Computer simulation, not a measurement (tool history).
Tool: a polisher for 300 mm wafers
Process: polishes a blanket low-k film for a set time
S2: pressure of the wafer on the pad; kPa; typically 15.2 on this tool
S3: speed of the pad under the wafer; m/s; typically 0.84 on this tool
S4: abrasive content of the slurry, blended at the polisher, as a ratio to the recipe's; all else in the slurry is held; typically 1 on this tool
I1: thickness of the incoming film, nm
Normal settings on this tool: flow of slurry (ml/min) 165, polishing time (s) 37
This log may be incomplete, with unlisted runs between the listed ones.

run 1 day=0 | flow_of_slurry_(ml/min)=165 S2=15.2 S3=0.84 S4=1 polishing_time_(s)=37 | I1=597.8 | film_removed_(angstrom)=161
run 2 day=0.308 | flow_of_slurry_(ml/min)=165 S2=15.2 S3=0.84 S4=1 polishing_time_(s)=37 | I1=589.3 | film_removed_(angstrom)=158
-- day=0.983 worn pad replaced by a new one
run 3 day=1.004 | flow_of_slurry_(ml/min)=130 S2=17.9 S3=0.84 S4=1 polishing_time_(s)=37 | I1=584.7 | film_removed_(angstrom)=197
run 4 day=1.529 | flow_of_slurry_(ml/min)=130 S2=17.9 S3=0.84 S4=1 polishing_time_(s)=37 | I1=589.1 | film_removed_(angstrom)=194
run 5 day=1.958 | flow_of_slurry_(ml/min)=130 S2=17.9 S3=0.84 S4=1 polishing_time_(s)=37 | I1=583.8 | film_removed_(angstrom)=189
-- day=2.321 slurry blender recalibrated
run 6 day=2.65 | flow_of_slurry_(ml/min)=165 S2=15.2 S3=0.84 S4=1 polishing_time_(s)=37 | I1=576.6 | film_removed_(angstrom)=162
-- day=2.875 head pressure recalibrated
run 7 day=3.017 | flow_of_slurry_(ml/min)=165 S2=15.2 S3=0.84 S4=1 polishing_time_(s)=37 | I1=598.6 | film_removed_(angstrom)=163
run 8 day=3.362 | flow_of_slurry_(ml/min)=115 S2=15.2 S3=0.62 S4=1 polishing_time_(s)=37 | I1=586.5 | film_removed_(angstrom)=118
-- day=3.642 worn pad replaced by a new one
run 9 day=3.942 | flow_of_slurry_(ml/min)=105 S2=11 S3=0.84 S4=1.3 polishing_time_(s)=37 | I1=586.1 | film_removed_(angstrom)=126
run 10 day=4.542 | flow_of_slurry_(ml/min)=165 S2=15.2 S3=0.68 S4=1 polishing_time_(s)=37 | I1=586.3 | film_removed_(angstrom)=143
-- day=4.646 slurry nozzle cleaned
-- day=4.942 conditioning disc replaced and pad reconditioned
run 11 day=4.962 | flow_of_slurry_(ml/min)=165 S2=15.2 S3=0.56 S4=0.85 polishing_time_(s)=29 | I1=600.6 | film_removed_(angstrom)=88
run 12 day=5.442 | flow_of_slurry_(ml/min)=165 S2=13.1 S3=0.58 S4=1 polishing_time_(s)=27 | I1=591.9 | film_removed_(angstrom)=76
run 13 day=5.704 | flow_of_slurry_(ml/min)=165 S2=15.2 S3=0.84 S4=1 polishing_time_(s)=37 | I1=594.6 | film_removed_(angstrom)=162
run 14 day=6.321 | flow_of_slurry_(ml/min)=165 S2=15.2 S3=0.84 S4=1 polishing_time_(s)=37 | I1=590.8 | film_removed_(angstrom)=159

5 ways to go on from here, each from the tool as it stands after run 14. What would each give?
run A day=6.338 | flow_of_slurry_(ml/min)=165 S2=15.2 S3=0.84 S4=1 polishing_time_(s)=37 | I1=581.7 | film_removed_(angstrom)=?
run B day=6.338 | flow_of_slurry_(ml/min)=165 S2=15.2 S3=0.64 S4=1.25 polishing_time_(s)=40 | I1=581.7 | film_removed_(angstrom)=?
run C day=6.338 | flow_of_slurry_(ml/min)=145 S2=13.1 S3=0.84 S4=1 polishing_time_(s)=33 | I1=581.7 | film_removed_(angstrom)=?
run D day=6.338 | flow_of_slurry_(ml/min)=165 S2=20.7 S3=1 S4=1 polishing_time_(s)=37 | I1=581.7 | film_removed_(angstrom)=?
run E day=6.338 | flow_of_slurry_(ml/min)=220 S2=16.5 S3=0.84 S4=1 polishing_time_(s)=37 | I1=581.7 | film_removed_(angstrom)=?

run=A film_removed_(angstrom)=158
run=B film_removed_(angstrom)=152
run=C film_removed_(angstrom)=119
run=D film_removed_(angstrom)=248
run=E film_removed_(angstrom)=180
With no hidden state in the tool, these same runs would have given:
run=A film_removed_(angstrom)=173
run=B film_removed_(angstrom)=166
run=C film_removed_(angstrom)=130
run=D film_removed_(angstrom)=271
run=E film_removed_(angstrom)=197

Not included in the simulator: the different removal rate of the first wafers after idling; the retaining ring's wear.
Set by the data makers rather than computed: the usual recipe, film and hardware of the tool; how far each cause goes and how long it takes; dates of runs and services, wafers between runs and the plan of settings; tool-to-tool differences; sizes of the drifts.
